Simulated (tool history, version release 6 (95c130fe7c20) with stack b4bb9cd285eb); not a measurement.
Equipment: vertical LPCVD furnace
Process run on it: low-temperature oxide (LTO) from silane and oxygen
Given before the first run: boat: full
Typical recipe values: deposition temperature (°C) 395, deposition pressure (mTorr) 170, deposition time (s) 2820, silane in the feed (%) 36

run,day,deposition temperature (°C),deposition pressure (mTorr),deposition time (s),silane in the feed (%),"read-back reference wafer on the same gauge, thickness",film thickness on the monitor wafer in the middle of the boat (nm)
1,0.000,395,170,2820,36,257.87,273.64
2,1.375,395,170,2820,36,257.77,272.39
3,3.812,395,170,2220,36,257.90,215.19
4,4.925,395,170,2220,36,257.83,213.84
5,7.192,395,170,2220,36,257.82,214.79
6,8.796,395,195,2820,36,258.03,312.35
7,11.188,395,195,2820,36,258.13,314.70
8,13.862,395,195,2820,36,257.88,313.91
9,15.358,395,145,2820,36,258.04,228.00
10,17.046,395,145,2820,36,257.93,227.31
11,18.983,395,145,2820,36,258.03,227.47
# day 22.438: thermocouples replaced and temperature profile calibrated
# day 23.129: silane flow controller replaced
12,23.150,395,170,3150,36,258.11,300.97
13,23.333,395,170,3150,36,258.03,301.20
14,24.800,395,170,2820,41,258.06,317.72
15,26.875,395,170,2820,43,258.21,333.88
16,28.333,395,170,2820,30,257.77,208.12
17,30.783,400,145,2820,36,257.97,240.11
18,32.725,389,170,2820,36,258.11,249.97
19,35.212,391,200,2280,42,258.12,298.60
20,36.279,384,195,2820,39,257.95,302.55
# day 36.492: gauge calibrated
21,38.842,395,170,2820,36,257.89,267.02
# day 41.125: pressure gauge zeroed
22,41.146,389,145,3360,33,258.14,243.02
23,42.204,395,205,2820,40,258.01,395.95
24,43.304,390,160,2100,43,258.03,237.56
25,45.162,395,170,2820,36,258.00,285.90
26,47.900,395,185,2820,36,257.86,312.81
27,50.254,390,160,2100,43,258.07,237.56
28,52.762,386,150,2130,29,258.21,126.33

Branching from run 28: 5 alternative next runs. What would each branch give?
A,52.950,395,170,2160,36,?,?
B,52.950,395,205,3570,36,?,?
C,52.950,390,170,2820,41,?,?
D,52.950,388,170,2220,36,?,?
E,52.950,395,170,1710,36,?,?

run,"read-back reference wafer on the same gauge, thickness",film thickness on the monitor wafer in the middle of the boat (nm)
A,258.01,220.23
B,258.01,438.72
C,258.01,319.88
D,258.01,208.46
E,258.01,174.35
The same runs, with their run-to-run variation unchanged, on a tool lacking any hidden condition would have given:
run,film thickness on the monitor wafer in the middle of the boat (nm)
A,219.61
B,437.69
C,318.98
D,207.87
E,173.86

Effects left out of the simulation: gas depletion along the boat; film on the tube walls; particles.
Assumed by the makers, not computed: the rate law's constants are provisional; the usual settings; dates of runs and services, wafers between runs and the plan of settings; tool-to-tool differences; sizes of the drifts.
